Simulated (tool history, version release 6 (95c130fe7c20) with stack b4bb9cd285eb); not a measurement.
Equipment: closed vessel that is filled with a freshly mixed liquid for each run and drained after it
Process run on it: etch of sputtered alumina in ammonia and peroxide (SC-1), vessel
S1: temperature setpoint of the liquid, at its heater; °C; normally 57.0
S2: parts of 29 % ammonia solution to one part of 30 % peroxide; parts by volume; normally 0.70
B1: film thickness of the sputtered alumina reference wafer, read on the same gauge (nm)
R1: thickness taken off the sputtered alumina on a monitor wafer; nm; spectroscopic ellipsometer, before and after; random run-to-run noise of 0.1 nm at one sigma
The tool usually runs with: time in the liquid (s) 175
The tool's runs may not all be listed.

run 1 hour=0.0 | S1=57.0 S2=0.70 time_in_the_liquid_(s)=175 | B1=109.98 | R1=23.93
-- hour=14.3 new drum of ammonia solution connected
run 2 hour=14.8 | S1=57.0 S2=0.70 time_in_the_liquid_(s)=175 | B1=110.01 | R1=23.91
run 3 hour=25.1 | S1=57.0 S2=0.70 time_in_the_liquid_(s)=105 | B1=110.00 | R1=14.34
run 4 hour=31.6 | S1=57.0 S2=0.70 time_in_the_liquid_(s)=105 | B1=109.99 | R1=14.35
run 5 hour=38.2 | S1=57.0 S2=0.70 time_in_the_liquid_(s)=105 | B1=109.95 | R1=14.29
run 6 hour=45.9 | S1=66.5 S2=0.95 time_in_the_liquid_(s)=90 | B1=110.00 | R1=20.53
-- hour=54.1 thermometer replaced
run 7 hour=56.1 | S1=57.0 S2=0.70 time_in_the_liquid_(s)=175 | B1=110.00 | R1=21.35
run 8 hour=72.0 | S1=48.0 S2=0.70 time_in_the_liquid_(s)=230 | B1=110.01 | R1=17.33
run 9 hour=82.6 | S1=57.0 S2=0.60 time_in_the_liquid_(s)=245 | B1=109.99 | R1=29.35
run 10 hour=100.3 | S1=57.0 S2=0.45 time_in_the_liquid_(s)=260 | B1=109.99 | R1=30.67
-- hour=104.6 gauge calibrated
run 11 hour=113.0 | S1=57.0 S2=0.40 time_in_the_liquid_(s)=215 | B1=110.03 | R1=24.97
-- hour=123.9 ammonia flow meter replaced
run 12 hour=125.9 | S1=57.0 S2=0.40 time_in_the_liquid_(s)=215 | B1=110.02 | R1=24.81
run 13 hour=138.4 | S1=60.5 S2=1.00 time_in_the_liquid_(s)=140 | B1=109.97 | R1=21.27
run 14 hour=146.3 | S1=57.0 S2=0.70 time_in_the_liquid_(s)=175 | B1=109.99 | R1=21.55
run 15 hour=154.4 | S1=52.0 S2=0.45 time_in_the_liquid_(s)=85 | B1=110.03 | R1=7.65
run 16 hour=165.3 | S1=57.0 S2=0.95 time_in_the_liquid_(s)=245 | B1=110.06 | R1=31.11
run 17 hour=176.7 | S1=57.0 S2=0.50 time_in_the_liquid_(s)=175 | B1=110.00 | R1=20.71
run 18 hour=190.8 | S1=57.0 S2=0.70 time_in_the_liquid_(s)=175 | B1=109.99 | R1=21.47
run 19 hour=198.5 | S1=57.0 S2=0.95 time_in_the_liquid_(s)=175 | B1=110.02 | R1=22.23
run 20 hour=209.2 | S1=66.0 S2=0.70 time_in_the_liquid_(s)=110 | B1=110.02 | R1=21.46

For run 21, what comes out?
run 21 hour=219.0 | S1=60.0 S2=0.55 time_in_the_liquid_(s)=80 | B1=? | R1=?

{"run 21": {"B1": 109.97, "R1": 11.17}}
Without the tool's hidden state the same run would have given R1 11.04 nm.

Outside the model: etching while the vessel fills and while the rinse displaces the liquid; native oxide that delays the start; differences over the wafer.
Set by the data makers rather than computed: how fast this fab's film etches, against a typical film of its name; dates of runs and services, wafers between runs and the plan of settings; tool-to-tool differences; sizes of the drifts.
